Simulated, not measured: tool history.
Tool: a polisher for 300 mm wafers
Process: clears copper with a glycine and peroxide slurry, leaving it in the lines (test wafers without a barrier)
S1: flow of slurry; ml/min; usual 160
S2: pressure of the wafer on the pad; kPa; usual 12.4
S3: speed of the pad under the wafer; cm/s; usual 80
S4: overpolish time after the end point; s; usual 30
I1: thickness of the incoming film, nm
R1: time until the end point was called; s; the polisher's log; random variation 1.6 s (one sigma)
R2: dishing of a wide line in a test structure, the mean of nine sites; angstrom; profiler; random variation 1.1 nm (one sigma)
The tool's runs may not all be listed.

run    hour   S1    S2   S3  S4     I1     R1   R2
  1       0  160  12.4   80  30  286.1  125.9  450
       24.1  -- slurry nozzle cleaned
  2      63  160  12.4   80  30  285.9  123.3  430
  3   101.2  160  12.4   80  30  286.8  122.3  424
  4   148.7  160  12.4   80  30    291  129.5  447
  5   190.5  160  12.4   80  30  281.7  122.1  427
  6   268.3  160  12.4   80  30    289  129.1  417
      273.3  -- worn pad replaced by a new one
  7   488.7  160  12.4   80  30    285  128.6  434
  8   569.4  160  12.4   80  30  288.5  126.1  430
      576.6  -- worn pad replaced by a new one
      642.4  -- slurry nozzle cleaned
  9   647.3  160  12.4   80  30  286.6  125.3  423
 10   728.5  160  12.4   80  30  282.7  123.6  439
 11   800.4  160  12.4   80  30  280.6  124.8  439
 12   868.6  200  15.9   80  38  279.3    102  549
 13   960.7  160  12.4   80  30  282.3  121.8  430
      967.5  -- worn pad replaced by a new one
 14  1037.2  160  12.4   92  30  282.6    113  461
     1120.1  -- head pressure recalibrated
 15  1139.6  175    11   80  30  280.5  122.7  438
 16  1211.9  110  12.4   80  44  285.3  124.9  543
 17  1249.5  160  12.4   80  30  284.9  115.3  450
     1264.6  -- worn pad replaced by a new one
 18    1293  115  15.2  104  36  290.2   90.4  570
     1334.8  -- slurry nozzle cleaned
 19  1376.5  160  12.4   80  30  285.6  122.3  444
 20    1468  115  15.9   98  15  284.6   93.2  306
 21  1637.8  120  10.3   64  30  286.4  167.7  349
     1646.9  -- worn pad replaced by a new one
 22  1719.6  160  12.4   80  30  283.3    121  446

Forecast each of these 5 alternatives for the next run:
  A  1720.1  160     9  80  30  284.3   ?   ?
  B  1720.1  160  12.4  80  23  284.3   ?   ?
  C  1720.1  190    11  90  30  284.3   ?   ?
  D  1720.1  145  16.5  92  42  284.3   ?   ?
  E  1720.1  195  12.4  80  35  284.3   ?   ?

run     R1   R2
  A  150.9  378
  B  121.9  362
  C  118.5  443
  D   90.7  626
  E  118.1  496
Without the tool's hidden state the same runs would have given:
run     R1   R2
  A  143.6  391
  B  115.3  377
  C  112.1  460
  D   85.3  644
  E  111.7  514
